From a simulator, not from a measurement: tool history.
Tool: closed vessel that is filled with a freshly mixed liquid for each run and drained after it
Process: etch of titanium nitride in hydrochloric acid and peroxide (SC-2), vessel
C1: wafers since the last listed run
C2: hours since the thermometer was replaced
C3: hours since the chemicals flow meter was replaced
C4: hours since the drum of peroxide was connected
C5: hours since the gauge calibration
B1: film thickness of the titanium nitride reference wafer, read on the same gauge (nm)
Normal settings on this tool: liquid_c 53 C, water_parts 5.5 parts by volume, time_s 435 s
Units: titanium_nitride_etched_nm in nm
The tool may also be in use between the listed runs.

Run 1, hour 0: usual settings but water_parts 4 parts by volume; C1 0; C2 361.5; C3 840.8; C4 632.6; C5 582.6; B1 70.01. Result: titanium_nitride_etched_nm 22.16 nm.
At hour 0.3: gauge calibrated.
Run 2, hour 34.3: usual settings but water_parts 4 parts by volume; C1 1986; C2 395.8; C3 875.1; C4 666.9; C5 34; B1 70.02. Result: titanium_nitride_etched_nm 21.72 nm.
Run 3, hour 65.8: usual settings but time_s 520 s; C1 1824; C2 427.3; C3 906.6; C4 698.4; C5 65.5; B1 69.98. Result: titanium_nitride_etched_nm 20.5 nm.
Run 4, hour 78.2: usual settings; C1 718; C2 439.7; C3 919; C4 710.8; C5 77.9; B1 69.96. Result: titanium_nitride_etched_nm 17.17 nm.
Run 5, hour 108.9: usual settings; C1 1777; C2 470.4; C3 949.7; C4 741.5; C5 108.6; B1 69.99. Result: titanium_nitride_etched_nm 16.94 nm.
Run 6, hour 192.4: usual settings; C1 4835; C2 553.9; C3 1033.2; C4 825; C5 192.1; B1 69.98. Result: titanium_nitride_etched_nm 17.1 nm.
Run 7, hour 207.8: usual settings but time_s 370 s; C1 891; C2 569.3; C3 1048.6; C4 840.4; C5 207.5; B1 69.99. Result: titanium_nitride_etched_nm 14.12 nm.
Run 8, hour 242.6: usual settings but liquid_c 48.5 C, time_s 550 s; C1 2015; C2 604.1; C3 1083.4; C4 875.2; C5 242.3; B1 69.96. Result: titanium_nitride_etched_nm 15.86 nm.
Run 9, hour 259.9: usual settings but liquid_c 48.5 C, time_s 550 s; C1 1001; C2 621.4; C3 1100.7; C4 892.5; C5 259.6; B1 69.98. Result: titanium_nitride_etched_nm 15.62 nm.
Run 10, hour 273.1: usual settings but liquid_c 48.5 C, time_s 550 s; C1 764; C2 634.6; C3 1113.9; C4 905.7; C5 272.8; B1 70.01. Result: titanium_nitride_etched_nm 15.66 nm.
At hour 282.3: chemicals flow meter replaced.
At hour 296.4: new drum of peroxide connected.
Run 11, hour 298.2: usual settings but liquid_c 58 C; C1 1337; C2 659.7; C3 15.9; C4 1.8; C5 297.9; B1 69.98. Result: titanium_nitride_etched_nm 27.07 nm.
Run 12, hour 314.2: usual settings but liquid_c 58 C; C1 926; C2 675.7; C3 31.9; C4 17.8; C5 313.9; B1 69.97. Result: titanium_nitride_etched_nm 27.19 nm.
Run 13, hour 330.4: usual settings but liquid_c 59 C, time_s 180 s; C1 938; C2 691.9; C3 48.1; C4 34; C5 330.1; B1 69.97. Result: titanium_nitride_etched_nm 11.86 nm.
Run 14, hour 360: usual settings; C1 1714; C2 721.5; C3 77.7; C4 63.6; C5 359.7; B1 69.99. Result: titanium_nitride_etched_nm 19.21 nm.
Run 15, hour 392.7: usual settings; C1 1893; C2 754.2; C3 110.4; C4 96.3; C5 392.4; B1 70.01. Result: titanium_nitride_etched_nm 18.84 nm.
Run 16, hour 422.4: usual settings but liquid_c 56 C, water_parts 4.5 parts by volume, time_s 540 s; C1 1719; C2 783.9; C3 140.1; C4 126; C5 422.1; B1 70. Result: titanium_nitride_etched_nm 33.5 nm.
Run 17, hour 456.2: usual settings but liquid_c 62 C, time_s 575 s; C1 1957; C2 817.7; C3 173.9; C4 159.8; C5 455.9; B1 70. Result: titanium_nitride_etched_nm 45.05 nm.
Run 18, hour 477.9: usual settings but liquid_c 50.5 C, water_parts 4.5 parts by volume, time_s 675 s; C1 1256; C2 839.4; C3 195.6; C4 181.5; C5 477.6; B1 70.01. Result: titanium_nitride_etched_nm 28.79 nm.
At hour 490.5: gauge calibrated.
Run 19, hour 494.4: usual settings but liquid_c 46.5 C, water_parts 8 parts by volume; C1 955; C2 855.9; C3 212.1; C4 198; C5 3.9; B1 69.99. Result: titanium_nitride_etched_nm 9.19 nm.
At hour 503.2: thermometer replaced.
Run 20, hour 510.6: usual settings but liquid_c 48.5 C; C1 880; C2 7.4; C3 228.3; C4 214.2; C5 20.1; B1 69.99. Result: titanium_nitride_etched_nm 13.96 nm.
Run 21, hour 533.3: usual settings but time_s 185 s; C1 1314; C2 30.1; C3 251; C4 236.9; C5 42.8; B1 70. Result: titanium_nitride_etched_nm 8.12 nm.
Run 22, hour 548.7: usual settings but liquid_c 44.5 C; C1 891; C2 45.5; C3 266.4; C4 252.3; C5 58.2; B1 70.01. Result: titanium_nitride_etched_nm 10.76 nm.
Run 23, hour 575.6: usual settings but liquid_c 48.5 C, time_s 550 s; C1 1557; C2 72.4; C3 293.3; C4 279.2; C5 85.1; B1 70.01. Result: titanium_nitride_etched_nm 17.81 nm.
Run 24, hour 603.2: usual settings but time_s 195 s; C1 1598; C2 100; C3 320.9; C4 306.8; C5 112.7; B1 69.97. Result: titanium_nitride_etched_nm 8.51 nm.
Run 25, hour 646.7: usual settings; C1 2518; C2 143.5; C3 364.4; C4 350.3; C5 156.2; B1 69.99. Result: titanium_nitride_etched_nm 18.77 nm.
Run 26, hour 675.8: usual settings; C1 1685; C2 172.6; C3 393.5; C4 379.4; C5 185.3; B1 70.03. Result: titanium_nitride_etched_nm 18.69 nm.
Run 27, hour 698.7: usual settings but liquid_c 46.5 C, water_parts 4 parts by volume; C1 1326; C2 195.5; C3 416.4; C4 402.3; C5 208.2; B1 70.03. Result: titanium_nitride_etched_nm 14.9 nm.
Run 28, hour 732.3: usual settings but liquid_c 60 C, water_parts 7.5 parts by volume, time_s 560 s; C1 1945; C2 229.1; C3 450; C4 435.9; C5 241.8; B1 70.02. Result: titanium_nitride_etched_nm 28.89 nm.
Run 29, hour 752: usual settings but liquid_c 60.5 C, water_parts 4.5 parts by volume, time_s 625 s; C1 1140; C2 248.8; C3 469.7; C4 455.6; C5 261.5; B1 69.98. Result: titanium_nitride_etched_nm 48.92 nm.
Run 30, hour 781.2: usual settings but liquid_c 44.5 C, water_parts 8.5 parts by volume; C1 1690; C2 278; C3 498.9; C4 484.8; C5 290.7; B1 70.01. Result: titanium_nitride_etched_nm 7.28 nm.

Each row is a separate what-if for the run after 30, all from the same tool condition, not one after another. Results?
Run A, hour 782: usual settings but water_parts 7 parts by volume; C1 46; C2 278.8; C3 499.7; C4 485.6; C5 291.5; B1 ?. Result: titanium_nitride_etched_nm ?.
Run B, hour 782: usual settings but liquid_c 58 C, water_parts 7 parts by volume; C1 46; C2 278.8; C3 499.7; C4 485.6; C5 291.5; B1 ?. Result: titanium_nitride_etched_nm ?.
Run C, hour 782: usual settings but liquid_c 44.5 C, water_parts 6.5 parts by volume, time_s 685 s; C1 46; C2 278.8; C3 499.7; C4 485.6; C5 291.5; B1 ?. Result: titanium_nitride_etched_nm ?.

run     B1  titanium_nitride_etched_nm
  A  70.04                       15.14
  B  70.04                        20.9
  C  70.04                       14.27
What these runs would have given with no unlogged condition in the tool:
run  titanium_nitride_etched_nm
  A                       16.19
  B                       22.35
  C                       15.25

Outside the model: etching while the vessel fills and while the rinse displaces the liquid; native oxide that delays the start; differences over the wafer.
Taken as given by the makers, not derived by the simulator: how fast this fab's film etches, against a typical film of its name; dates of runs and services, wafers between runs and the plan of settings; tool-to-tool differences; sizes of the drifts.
